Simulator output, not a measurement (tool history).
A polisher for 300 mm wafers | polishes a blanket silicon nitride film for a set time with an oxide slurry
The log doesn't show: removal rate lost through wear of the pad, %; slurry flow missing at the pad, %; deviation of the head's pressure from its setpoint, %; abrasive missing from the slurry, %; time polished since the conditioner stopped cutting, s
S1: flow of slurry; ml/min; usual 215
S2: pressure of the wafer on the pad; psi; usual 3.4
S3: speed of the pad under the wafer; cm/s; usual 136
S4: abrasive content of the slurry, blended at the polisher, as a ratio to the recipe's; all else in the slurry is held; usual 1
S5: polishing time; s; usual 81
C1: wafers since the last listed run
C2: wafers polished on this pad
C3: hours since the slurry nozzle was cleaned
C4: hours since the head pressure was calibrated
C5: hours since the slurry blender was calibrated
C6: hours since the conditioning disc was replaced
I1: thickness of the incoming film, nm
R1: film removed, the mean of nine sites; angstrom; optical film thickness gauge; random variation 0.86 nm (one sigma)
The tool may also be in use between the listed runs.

Run 1, hour 0: usual settings but S2 3.8 psi; C1 0; C2 1665; C3 60.9; C4 778.1; C5 112.9; C6 55.3; I1 273.8. Result: R1 650 angstrom.
Run 2, hour 19.2: usual settings; C1 146; C2 1812; C3 80.1; C4 797.3; C5 132.1; C6 74.5; I1 272.6. Result: R1 595 angstrom.
At hour 38.4: worn pad replaced by a new one.
Run 3, hour 116.8: usual settings but S2 3 psi; C1 716; C2 599; C3 177.7; C4 894.9; C5 229.7; C6 172.1; I1 269.3. Result: R1 506 angstrom.
At hour 122.7: slurry blender recalibrated.
Run 4, hour 152.3: usual settings but S2 3 psi; C1 256; C2 856; C3 213.2; C4 930.4; C5 29.6; C6 207.6; I1 266.5. Result: R1 587 angstrom.
Run 5, hour 187.8: usual settings but S2 2.8 psi; C1 271; C2 1127; C3 248.7; C4 965.9; C5 65.1; C6 243.1; I1 269.3. Result: R1 553 angstrom.
At hour 202.9: conditioning disc replaced and pad reconditioned.
Run 6, hour 210: usual settings but S2 3.8 psi, S4 0.9, S5 69 s; C1 154; C2 1282; C3 270.9; C4 988.1; C5 87.3; C6 7.1; I1 268.5. Result: R1 528 angstrom.
Run 7, hour 232.4: usual settings but S3 108 cm/s, S4 1.3; C1 171; C2 1453; C3 293.3; C4 1010.5; C5 109.7; C6 29.5; I1 269.2. Result: R1 577 angstrom.
Run 8, hour 265.4: usual settings but S2 2.5 psi, S3 166 cm/s; C1 252; C2 1706; C3 326.3; C4 1043.5; C5 142.7; C6 62.5; I1 267.1. Result: R1 593 angstrom.
At hour 281.3: worn pad replaced by a new one.
Run 9, hour 288.1: usual settings but S3 150 cm/s; C1 143; C2 52; C3 349; C4 1066.2; C5 165.4; C6 85.2; I1 275.7. Result: R1 657 angstrom.
Run 10, hour 321.1: usual settings but S3 108 cm/s, S4 1.3; C1 252; C2 304; C3 382; C4 1099.2; C5 198.4; C6 118.2; I1 270.8. Result: R1 551 angstrom.
Run 11, hour 333.8: usual settings but S1 280 ml/min, S2 2.5 psi, S3 172 cm/s, S4 1.1; C1 97; C2 401; C3 394.7; C4 1111.9; C5 211.1; C6 130.9; I1 267.9. Result: R1 643 angstrom.
Run 12, hour 354.2: usual settings but S2 4.3 psi, S3 184 cm/s, S4 1.25, S5 95 s; C1 156; C2 557; C3 415.1; C4 1132.3; C5 231.5; C6 151.3; I1 270.1. Result: R1 1087 angstrom.
At hour 383.3: slurry blender recalibrated.
Run 13, hour 431.1: usual settings but S4 1.25, S5 68 s; C1 573; C2 1131; C3 492; C4 1209.2; C5 47.8; C6 228.2; I1 268.3. Result: R1 575 angstrom.
Run 14, hour 462.5: usual settings but S3 112 cm/s, S4 1.15; C1 240; C2 1371; C3 523.4; C4 1240.6; C5 79.2; C6 259.6; I1 269.8. Result: R1 568 angstrom.
Run 15, hour 488.2: usual settings but S1 245 ml/min, S5 89 s; C1 196; C2 1567; C3 549.1; C4 1266.3; C5 104.9; C6 285.3; I1 264.9. Result: R1 688 angstrom.
At hour 496.3: head pressure recalibrated.
At hour 497.3: conditioning disc replaced and pad reconditioned.
Run 16, hour 506.4: usual settings; C1 116; C2 1684; C3 567.3; C4 10.1; C5 123.1; C6 9.1; I1 268.2. Result: R1 588 angstrom.
Run 17, hour 523.3: usual settings but S1 160 ml/min, S3 92 cm/s, S4 0.85; C1 129; C2 1813; C3 584.2; C4 27; C5 140; C6 26; I1 267.1. Result: R1 386 angstrom.
At hour 530.4: worn pad replaced by a new one.
Run 18, hour 586.3: usual settings but S3 120 cm/s, S4 0.8; C1 451; C2 428; C3 647.2; C4 90; C5 203; C6 89; I1 275. Result: R1 458 angstrom.
At hour 619: slurry blender recalibrated.
Run 19, hour 619.8: usual settings but S1 285 ml/min, S2 4 psi; C1 241; C2 669; C3 680.7; C4 123.5; C5 0.8; C6 122.5; I1 265.8. Result: R1 667 angstrom.
Run 20, hour 638.4: usual settings but S1 180 ml/min, S4 1.1; C1 142; C2 811; C3 699.3; C4 142.1; C5 19.4; C6 141.1; I1 268.6. Result: R1 599 angstrom.
At hour 659.1: slurry nozzle cleaned.
Run 21, hour 689.1: usual settings but S3 122 cm/s, S4 0.9; C1 380; C2 1191; C3 30; C4 192.8; C5 70.1; C6 191.8; I1 267.6. Result: R1 513 angstrom.
Run 22, hour 719.2: usual settings but S1 190 ml/min, S3 108 cm/s, S4 0.9; C1 230; C2 1421; C3 60.1; C4 222.9; C5 100.2; C6 221.9; I1 270.5. Result: R1 465 angstrom.
At hour 738.5: conditioning disc replaced and pad reconditioned.
Run 23, hour 745: usual settings but S2 3.1 psi; C1 182; C2 1604; C3 85.9; C4 248.7; C5 126; C6 6.5; I1 270.2. Result: R1 550 angstrom.
Run 24, hour 757.4: usual settings but S4 0.85; C1 94; C2 1698; C3 98.3; C4 261.1; C5 138.4; C6 18.9; I1 265.5. Result: R1 543 angstrom.
At hour 767.6: worn pad replaced by a new one.
Run 25, hour 772.7: usual settings but S3 118 cm/s; C1 86; C2 39; C3 113.6; C4 276.4; C5 153.7; C6 34.2; I1 266.5. Result: R1 506 angstrom.
Run 26, hour 802.1: usual settings but S2 3.7 psi, S3 90 cm/s, S4 0.85, S5 60 s; C1 224; C2 263; C3 143; C4 305.8; C5 183.1; C6 63.6; I1 271.7. Result: R1 300 angstrom.

Forecast each of these 3 alternatives for the next run:
Run A, hour 802.5: usual settings; C1 3; C2 267; C3 143.4; C4 306.2; C5 183.5; C6 64; I1 269.3. Result: R1 ?.
Run B, hour 802.5: usual settings but S1 140 ml/min, S4 1.15; C1 3; C2 267; C3 143.4; C4 306.2; C5 183.5; C6 64; I1 269.3. Result: R1 ?.
Run C, hour 802.5: usual settings but S1 255 ml/min, S2 3.9 psi, S4 0.9, S5 67 s; C1 3; C2 267; C3 143.4; C4 306.2; C5 183.5; C6 64; I1 269.3. Result: R1 ?.

run   R1
  A  551
  B  545
  C  483
Without the tool's hidden state the same runs would have given:
run   R1
  A  588
  B  579
  C  517

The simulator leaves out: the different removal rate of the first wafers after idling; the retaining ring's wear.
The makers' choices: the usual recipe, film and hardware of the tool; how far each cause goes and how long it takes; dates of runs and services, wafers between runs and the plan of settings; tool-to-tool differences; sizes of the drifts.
